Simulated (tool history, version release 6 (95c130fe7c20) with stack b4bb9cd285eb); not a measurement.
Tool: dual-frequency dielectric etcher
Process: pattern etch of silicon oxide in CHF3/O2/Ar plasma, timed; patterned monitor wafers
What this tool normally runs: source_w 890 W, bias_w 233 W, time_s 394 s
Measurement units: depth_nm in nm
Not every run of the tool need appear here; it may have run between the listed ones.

| run | hour | source_w | bias_w | time_s | wafers since the last listed run | hours since the last wet clean | hours since the last source power generator calibration | hours since the last bias power generator calibration | hours since the last upper electrode change | hours since the gauge calibration | read-back reference wafer on the same gauge, depth_nm | depth_nm |
|---|---|---|---|---|---|---|---|---|---|---|---|---|
| 1 | 0 | 890 | 233 | 394 | 0 | 387.8 | 3526.5 | 2925.8 | 3983.9 | 625.2 | 1104.5 | 997.3 |
|  | 14.6 | wet clean of the chamber |
| 2 | 57.9 | 890 | 233 | 394 | 184 | 43.3 | 3584.4 | 2983.7 | 4041.8 | 683.1 | 1105.1 | 955.4 |
| 3 | 101.8 | 720 | 233 | 439.5 | 187 | 87.2 | 3628.3 | 3027.6 | 4085.7 | 727 | 1105.3 | 1002.5 |
| 4 | 132.2 | 890 | 233 | 394 | 129 | 117.6 | 3658.7 | 3058 | 4116.1 | 757.4 | 1104.6 | 968.2 |
| 5 | 326.7 | 890 | 233 | 394 | 829 | 312.1 | 3853.2 | 3252.5 | 4310.6 | 951.9 | 1104.5 | 982.2 |
| 6 | 391.8 | 740 | 233 | 394 | 277 | 377.2 | 3918.3 | 3317.6 | 4375.7 | 1017 | 1104.2 | 926.7 |
| 7 | 418 | 740 | 233 | 394 | 111 | 403.4 | 3944.5 | 3343.8 | 4401.9 | 1043.2 | 1106 | 926.1 |
|  | 469.3 | wet clean of the chamber |
| 8 | 471.5 | 890 | 233 | 394 | 125 | 2.2 | 3998 | 3397.3 | 4455.4 | 1096.7 | 1106.3 | 1011.3 |
|  | 497.2 | gauge calibrated |
|  | 506.1 | bias power generator calibrated |
| 9 | 515.2 | 890 | 233 | 394 | 169 | 45.9 | 4041.7 | 9.1 | 4499.1 | 18 | 1104 | 1007.3 |
| 10 | 543.4 | 890 | 233 | 394 | 120 | 74.1 | 4069.9 | 37.3 | 4527.3 | 46.2 | 1104.7 | 1022.9 |
| 11 | 589.2 | 890 | 233 | 394 | 195 | 119.9 | 4115.7 | 83.1 | 4573.1 | 92 | 1105 | 1012.8 |
| 12 | 621.1 | 890 | 233 | 394 | 135 | 151.8 | 4147.6 | 115 | 4605 | 123.9 | 1105.5 | 1023.9 |
| 13 | 676.6 | 890 | 233 | 394 | 236 | 207.3 | 4203.1 | 170.5 | 4660.5 | 179.4 | 1105.4 | 1023.8 |
| 14 | 710.5 | 810 | 233 | 394 | 144 | 241.2 | 4237 | 204.4 | 4694.4 | 213.3 | 1104.9 | 990.2 |
| 15 | 741.1 | 990 | 250 | 316 | 130 | 271.8 | 4267.6 | 235 | 4725 | 243.9 | 1105.6 | 880.5 |
|  | 772.7 | wet clean of the chamber, repeated, since the last time left the tool worse |
| 16 | 775.6 | 1020 | 258 | 300 | 44 | 2.9 | 4302.1 | 269.5 | 4759.5 | 278.4 | 1105.2 | 790.9 |
| 17 | 807.9 | 980 | 275 | 352.5 | 137 | 35.2 | 4334.4 | 301.8 | 4791.8 | 310.7 | 1104 | 931.3 |
| 18 | 861.4 | 890 | 233 | 394 | 228 | 88.7 | 4387.9 | 355.3 | 4845.3 | 364.2 | 1104.9 | 970.5 |
| 19 | 912.1 | 890 | 233 | 394 | 216 | 139.4 | 4438.6 | 406 | 4896 | 414.9 | 1105.5 | 976 |
| 20 | 949.2 | 890 | 271 | 464.5 | 158 | 176.5 | 4475.7 | 443.1 | 4933.1 | 452 | 1105.3 | 1198.2 |
| 21 | 991.5 | 780 | 233 | 394 | 180 | 218.8 | 4518 | 485.4 | 4975.4 | 494.3 | 1104.2 | 931.9 |

Run 22 comes next. What will it give?
|  | 1016.2 | source power generator calibrated |
|  | 1031.6 | upper electrode replaced |
| 22 | 1051.9 | 970 | 280 | 450 | 174 | 279.2 | 35.7 | 545.8 | 20.3 | 554.7 | ? | ? |

Run 22 produced read-back reference wafer on the same gauge, depth_nm 1105, depth_nm 1222.4 nm.
Take away the tool's hidden state, keep the run-to-run variation as it was, and the same run would have given depth_nm 1200.2 nm.
